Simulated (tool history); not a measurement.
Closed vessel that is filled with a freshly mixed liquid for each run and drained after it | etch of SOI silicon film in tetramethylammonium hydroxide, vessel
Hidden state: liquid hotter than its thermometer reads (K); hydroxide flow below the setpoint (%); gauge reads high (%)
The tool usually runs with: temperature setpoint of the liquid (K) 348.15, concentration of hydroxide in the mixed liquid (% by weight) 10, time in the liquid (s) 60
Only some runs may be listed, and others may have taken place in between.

run,hour,temperature setpoint of the liquid (K),concentration of hydroxide in the mixed liquid (% by weight),time in the liquid (s),wafers since the last listed run,hours since the thermometer was replaced,hours since the hydroxide flow meter was replaced,hours since the gauge calibration,"read-back film thickness of the SOI silicon film reference wafer, read on the same gauge (nm)",thickness taken off the SOI silicon film on a monitor wafer (Å)
1,0,348.15,8,60,0,1028.4,457.3,2589.2,76.79,6001.8
2,85.3,348.15,8,60,11174,1113.7,542.6,2674.5,76.74,5939.4
3,135.7,348.15,10,60,6602,1164.1,593,2724.9,76.77,5527.8
4,208,348.15,10,60,9471,1236.4,665.3,2797.2,76.73,5544
5,308.3,348.15,10,60,13139,1336.7,765.6,2897.5,76.72,5515.8
6,371.5,348.15,10,60,8279,1399.9,828.8,2960.7,76.67,5453.7
7,463.9,348.15,10,60,12104,1492.3,921.2,3053.1,76.66,5501.8
8,513.2,348.15,10,60,6458,1541.6,970.5,3102.4,76.67,5478.5
9,609.8,348.15,10,60,12655,1638.2,1067.1,3199,76.66,5487.5
10,710.4,348.15,10,60,13179,1738.8,1167.7,3299.6,76.64,5513.7
11,778.6,348.15,10,60,8934,1807,1235.9,3367.8,76.64,5494.6
12,818.3,348.15,10,60,5200,1846.7,1275.6,3407.5,76.63,5481.1
# hour 933.6: gauge calibrated
13,967,355.65,10,60,19480,1995.4,1424.3,33.4,80.1,8753.6
14,1032.9,351.15,12,30,8633,2061.3,1490.2,99.3,79.9,3162.6
15,1076.8,348.15,8,60,5751,2105.2,1534.1,143.2,79.83,6256.8
16,1147.6,348.15,10,60,9275,2176,1604.9,214,79.63,5708.6
17,1248.8,342.15,8,95,13257,2277.2,1706.1,315.2,79.39,6894.5
18,1354.6,348.15,10,60,13860,2383,1811.9,421,79.15,5752.7
19,1426.2,352.65,9,30,9379,2454.6,1883.5,492.6,79.08,3801.4
20,1473.4,355.65,11.5,80,6183,2501.8,1930.7,539.8,78.94,11052.6
21,1576.8,348.15,7,50,13545,2605.2,2034.1,643.2,78.81,5251.6
22,1650.1,348.15,10,50,9602,2678.5,2107.4,716.5,78.71,4725
# hour 1718: hydroxide flow meter replaced
23,1729.5,341.15,10,60,10270,2757.9,11.5,795.9,78.56,3765.8
# hour 1733.8: thermometer replaced
24,1791.1,348.15,10,60,7938,57.3,73.1,857.5,78.45,5678.5
25,1838.3,348.15,10,80,6183,104.5,120.3,904.7,78.44,7553.1
26,1907.8,341.15,8,30,9104,174,189.8,974.2,78.33,2018.1
27,2002.2,348.15,10,60,12366,268.4,284.2,1068.6,78.24,5556.6
28,2070.7,354.65,11,85,8973,336.9,352.7,1137.1,78.15,11063.9
29,2125,351.15,10,60,7113,391.2,407,1191.4,78.07,6670.1
30,2213.5,348.15,7.5,45,11593,479.7,495.5,1279.9,78.04,4620.9
31,2268.7,348.15,10,60,7231,534.9,550.7,1335.1,77.94,5624.4
32,2347.1,355.65,10,30,10270,613.3,629.1,1413.5,77.89,4206.4
33,2419.9,348.15,10,60,9537,686.1,701.9,1486.3,77.87,5589.7
34,2482.3,355.65,7,35,8174,748.5,764.3,1548.7,77.79,5571.7

What if the next run were any one of these 4? Each begins from the tool's condition after run 34:
A,2483,348.15,10,60,91,749.2,765,1549.4,?,?
B,2483,344.65,10,60,91,749.2,765,1549.4,?,?
C,2483,353.15,12,80,91,749.2,765,1549.4,?,?
D,2483,348.15,7,60,91,749.2,765,1549.4,?,?

run,"read-back film thickness of the SOI silicon film reference wafer, read on the same gauge (nm)",thickness taken off the SOI silicon film on a monitor wafer (Å)
A,77.81,5614.8
B,77.81,4589.5
C,77.81,9287.9
D,77.81,6324.6
Without the tool's hidden state the same runs would have given:
run,thickness taken off the SOI silicon film on a monitor wafer (Å)
A,5774.2
B,4719.8
C,9551.6
D,6504.1

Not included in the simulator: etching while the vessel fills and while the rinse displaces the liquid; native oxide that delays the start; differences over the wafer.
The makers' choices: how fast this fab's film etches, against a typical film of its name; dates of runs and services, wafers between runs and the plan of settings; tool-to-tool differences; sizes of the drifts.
